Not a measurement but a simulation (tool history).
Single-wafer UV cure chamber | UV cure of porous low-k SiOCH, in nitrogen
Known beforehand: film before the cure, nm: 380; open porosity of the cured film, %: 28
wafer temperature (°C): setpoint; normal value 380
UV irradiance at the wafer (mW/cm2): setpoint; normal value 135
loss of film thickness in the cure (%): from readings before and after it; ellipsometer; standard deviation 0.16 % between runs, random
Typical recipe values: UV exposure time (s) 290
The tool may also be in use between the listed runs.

run     day  wafer temperature (°C)  UV exposure time (s)  UV irradiance at the wafer (mW/cm2)  loss of film thickness in the cure (%)
  1       0                     380                   290                                  135                                  13.921
  2   0.654                     380                   290                                  135                                  13.574
  3   1.138                     380                   290                                  135                                  13.777
  4   2.558                     380                   290                                  135                                  13.845
  5   3.004                     380                   290                                  124                                  13.202
  6   3.454                     380                   290                                  135                                  13.651
  7   3.904                     380                   225                                  135                                  12.398
  8     4.2                     380                   290                                  135                                  13.495
  9   4.567                     380                   290                                  154                                  14.323
 10   4.967                     380                   290                                  154                                  14.314
 11   5.683                     375                   290                                  135                                  13.414
 12   6.104                     380                   290                                  135                                  13.349
      7.062  -- UV bulbs replaced
      7.062  -- quartz window cleaned
 13   7.083                     380                   370                                  135                                  14.152
 14   7.167                     390                   395                                   99                                  13.233
 15   7.817                     380                   290                                  135                                   12.96
 16    8.55                     380                   290                                  135                                  13.095
      8.946  -- quartz window cleaned, repeated, since the last time left the tool worse
 17   9.196                     380                   120                                  135                                  10.194
 18   9.475                     380                   395                                  163                                  16.941
 19  10.171                     380                   385                                  119                                  14.627
 20  10.629                     380                   430                                  135                                  16.225
 21  11.283                     393                   290                                  114                                  13.185
 22  11.779                     368                   395                                  149                                  15.717
 23  12.096                     380                   290                                  135                                  13.909
 24  12.708                     369                   360                                  135                                  14.583
 25  13.233                     362                   335                                  123                                  13.892

The same runs without the tool's hidden state, with the same run-to-run variation:
Unlogged tool condition in this case: lamp output below its setpoint, %; transmission lost against a clean window, %.
run  loss of film thickness in the cure (%)
  1                                  14.519
  2                                  14.169
  3                                  14.387
  4                                  14.477
  5                                  13.823
  6                                  14.283
  7                                  13.018
  8                                  14.127
  9                                  14.973
 10                                  14.966
 11                                  14.057
 12                                  13.987
 13                                  15.369
 14                                  14.451
 15                                  14.254
 16                                  14.494
 17                                    10.3
 18                                  17.089
 19                                  14.833
 20                                  16.479
 21                                  13.474
 22                                  16.056
 23                                  14.262
 24                                  14.976
 25                                  14.318
